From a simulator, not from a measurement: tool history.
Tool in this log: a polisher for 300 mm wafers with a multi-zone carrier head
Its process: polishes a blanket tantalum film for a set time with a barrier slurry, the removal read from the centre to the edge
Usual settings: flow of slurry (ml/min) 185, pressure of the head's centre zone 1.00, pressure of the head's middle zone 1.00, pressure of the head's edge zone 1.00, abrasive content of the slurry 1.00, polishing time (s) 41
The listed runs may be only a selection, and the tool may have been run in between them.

run	hour	flow of slurry (ml/min)	pressure of the head's centre zone	pressure of the head's middle zone	pressure of the head's edge zone	abrasive content of the slurry	polishing time (s)	incoming thickness of the incoming film, nm	film removed at the wafer's centre (nm)	film removed at mid-radius (nm)	film removed at the wafer's edge (nm)
1	0.0	185	1.00	1.00	1.00	1.00	41	212.3	69.3	68.0	68.2
# hour 20.8: worn pad replaced by a new one
2	21.3	185	1.00	1.00	1.00	1.00	41	208.8	68.7	68.1	69.6
3	33.1	185	0.96	1.00	1.00	1.00	32	212.6	51.6	53.6	53.6
4	40.2	185	0.96	1.00	1.00	1.00	32	207.5	51.7	53.8	54.0
5	56.8	185	0.96	1.00	1.00	1.00	32	208.1	50.6	52.8	54.9
# hour 71.9: worn pad replaced by a new one
# hour 76.0: carrier head's membrane replaced by a new one
6	76.5	185	1.00	1.00	1.00	1.00	45	207.1	75.0	75.1	77.2
7	77.1	185	1.00	1.00	1.00	1.00	45	212.6	75.2	73.3	76.4
8	86.8	185	1.00	1.00	1.00	1.00	41	206.0	68.2	69.1	68.2
9	93.6	185	1.00	1.00	1.00	1.00	41	212.1	67.8	68.0	68.8
# hour 108.1: centre zone pressure recalibrated
10	108.8	220	1.00	1.00	1.00	1.00	41	210.2	69.3	69.8	70.6
# hour 121.1: worn pad replaced by a new one
11	121.6	185	1.00	0.91	1.00	1.00	41	209.5	68.8	62.7	68.8
12	158.2	185	1.04	1.10	1.00	1.00	53	213.8	91.7	96.7	88.1
# hour 170.9: worn pad replaced by a new one
# hour 172.1: slurry nozzle cleaned
13	175.4	230	0.97	1.00	0.90	1.00	31	207.4	51.8	52.4	50.7
# hour 177.8: edge zone pressure recalibrated
14	192.6	185	1.00	1.00	1.00	1.00	45	206.2	75.3	75.6	77.0
15	198.8	205	0.92	1.00	1.00	1.00	41	211.1	64.4	69.6	71.6
16	207.4	225	1.00	1.00	1.00	0.75	41	206.1	65.9	64.4	65.0
17	216.5	185	1.00	1.06	1.07	0.80	45	210.7	71.7	75.0	74.7
# hour 222.8: worn pad replaced by a new one
18	230.3	160	1.08	1.00	1.00	1.00	29	210.2	51.3	47.6	48.5

4 ways to go on from here, each from the tool as it stands after run 18. What would each give?
A	230.7	185	1.00	0.90	1.00	1.00	41	213.2	?	?	?
B	230.7	205	1.00	1.00	0.96	1.00	47	213.2	?	?	?
C	230.7	185	1.00	1.00	1.06	1.00	41	213.2	?	?	?
D	230.7	185	1.00	1.05	1.00	1.00	41	213.2	?	?	?

run	film removed at the wafer's centre (nm)	film removed at mid-radius (nm)	film removed at the wafer's edge (nm)
A	68.3	60.9	69.2
B	79.5	77.3	78.5
C	68.3	66.5	71.1
D	68.3	69.3	69.1
The same runs, with their run-to-run variation unchanged, on a tool lacking any hidden condition would have given:
run	film removed at the wafer's centre (nm)	film removed at mid-radius (nm)	film removed at the wafer's edge (nm)
A	68.3	60.9	69.2
B	79.5	77.3	78.5
C	68.3	66.5	71.1
D	68.3	69.3	69.1
